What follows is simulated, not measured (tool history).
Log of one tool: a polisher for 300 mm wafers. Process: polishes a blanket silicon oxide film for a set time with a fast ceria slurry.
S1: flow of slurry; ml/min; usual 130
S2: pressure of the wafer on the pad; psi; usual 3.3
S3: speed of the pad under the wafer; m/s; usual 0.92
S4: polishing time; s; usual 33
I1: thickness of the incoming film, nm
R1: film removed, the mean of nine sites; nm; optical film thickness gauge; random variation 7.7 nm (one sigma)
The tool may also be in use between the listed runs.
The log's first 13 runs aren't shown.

run,hour,S1,S2,S3,S4,I1,R1
14,1142.7,140,3.3,0.92,33,3195.4,530.2
# hour 1186.9: slurry nozzle cleaned
15,1200.5,140,3.3,0.92,33,3140.9,605.6
16,1304.8,140,3.3,0.92,33,3194.7,596.3
17,1396.7,130,3.3,0.92,33,3139.1,581.4
18,1437.6,130,3.3,0.92,39,3218.7,681.8
19,1503.8,130,3.3,0.92,33,3211.4,561.6
# hour 1528.4: worn pad replaced by a new one
20,1719.8,130,3.9,0.62,33,3184.4,431.6
21,1801.4,130,3.3,0.62,33,3138.7,375.4
22,1891.9,110,4.3,1.22,40,3182.9,1050.5
# hour 1941.9: head pressure recalibrated
23,1944.0,130,3.3,0.92,33,3128.8,523.6
# hour 1986.7: slurry nozzle cleaned
24,1999.6,110,3.3,0.62,42,3148.7,498.8
25,2048.6,95,3.3,0.60,23,3239.6,247.2
# hour 2074.5: worn pad replaced by a new one
26,2130.0,130,3.3,0.92,33,3229.2,584.8
27,2183.8,160,4.2,0.92,37,3206.6,847.7
28,2235.3,130,2.9,1.06,36,3151.5,643.7
29,2311.0,110,2.9,0.92,33,3170.4,481.5
30,2355.8,160,4.3,0.78,41,3144.4,839.4
31,2435.8,130,3.3,0.82,33,3177.0,503.0
32,2488.2,130,2.9,0.92,24,3146.0,357.0
33,2592.8,130,3.3,0.66,33,3162.4,388.7

Forecast each of these 3 alternatives for the next run:
A,2593.2,130,3.3,0.92,33,3156.8,?
B,2593.2,170,4.4,1.16,38,3156.8,?
C,2593.2,170,2.5,0.92,33,3156.8,?

run,R1
A,542.4
B,1125.6
C,440.5
Without the tool's hidden state the same runs would have given:
run,R1
A,596.8
B,1212.7
C,474.6
